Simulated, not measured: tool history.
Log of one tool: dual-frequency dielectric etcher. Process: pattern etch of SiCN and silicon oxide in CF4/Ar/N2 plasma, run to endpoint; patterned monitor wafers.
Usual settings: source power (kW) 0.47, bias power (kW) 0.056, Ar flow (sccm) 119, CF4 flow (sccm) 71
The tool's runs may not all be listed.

run	day	source power (kW)	bias power (kW)	Ar flow (sccm)	CF4 flow (sccm)	incoming incoming film thickness, nm	endpoint time (s)
1	0	0.47	0.056	119	71	16.72	22.3
2	0.012	0.47	0.056	119	71	16.97	22.8
3	0.208	0.57	0.056	119	71	16.71	18.1
4	0.788	0.56	0.056	140	54	16.78	19.6
5	1.704	0.47	0.056	119	71	16.95	22.4
6	2.008	0.53	0.056	119	65	16.64	19.6
# day 2.383: CF4 flow controller replaced
7	2.404	0.47	0.056	119	71	16.87	22.7
8	2.558	0.47	0.056	119	87	16.85	21.8
9	2.829	0.47	0.056	119	71	16.85	22.5
10	3.188	0.47	0.056	119	71	16.87	22.5
# day 4.317: wet clean of the chamber
11	4.338	0.47	0.056	119	71	16.76	23.5
12	4.354	0.47	0.056	119	71	16.82	23.3
13	5.062	0.47	0.067	119	54	16.71	23.3
# day 5.358: bias power generator calibrated
14	5.442	0.47	0.056	110	71	16.78	23.3
15	5.75	0.53	0.06	119	71	16.87	20.1
16	6.271	0.43	0.056	132	80	16.87	25.7
17	6.529	0.47	0.056	119	58	16.79	23.8
18	7.033	0.47	0.064	119	66	16.84	22.9
19	7.671	0.42	0.051	141	84	16.98	27
20	8.204	0.47	0.056	119	71	16.91	23.3
21	8.55	0.47	0.056	97	71	16.9	22.8
22	9.129	0.47	0.056	119	71	16.69	23
23	9.754	0.47	0.056	119	71	16.76	23.1
24	10.158	0.47	0.045	119	78	16.73	23.6
25	10.883	0.47	0.068	144	57	16.81	23.5

3 ways to go on from here, each from the tool as it stands after run 25. What would each give?
A	10.9	0.52	0.056	119	71	16.74	?
B	10.9	0.47	0.044	119	71	16.74	?
C	10.9	0.47	0.056	107	63	16.74	?

run	endpoint time (s)
A	20.6
B	24.1
C	23.2
Without the tool's hidden state the same runs would have given:
run	endpoint time (s)
A	20.9
B	24.5
C	23.6

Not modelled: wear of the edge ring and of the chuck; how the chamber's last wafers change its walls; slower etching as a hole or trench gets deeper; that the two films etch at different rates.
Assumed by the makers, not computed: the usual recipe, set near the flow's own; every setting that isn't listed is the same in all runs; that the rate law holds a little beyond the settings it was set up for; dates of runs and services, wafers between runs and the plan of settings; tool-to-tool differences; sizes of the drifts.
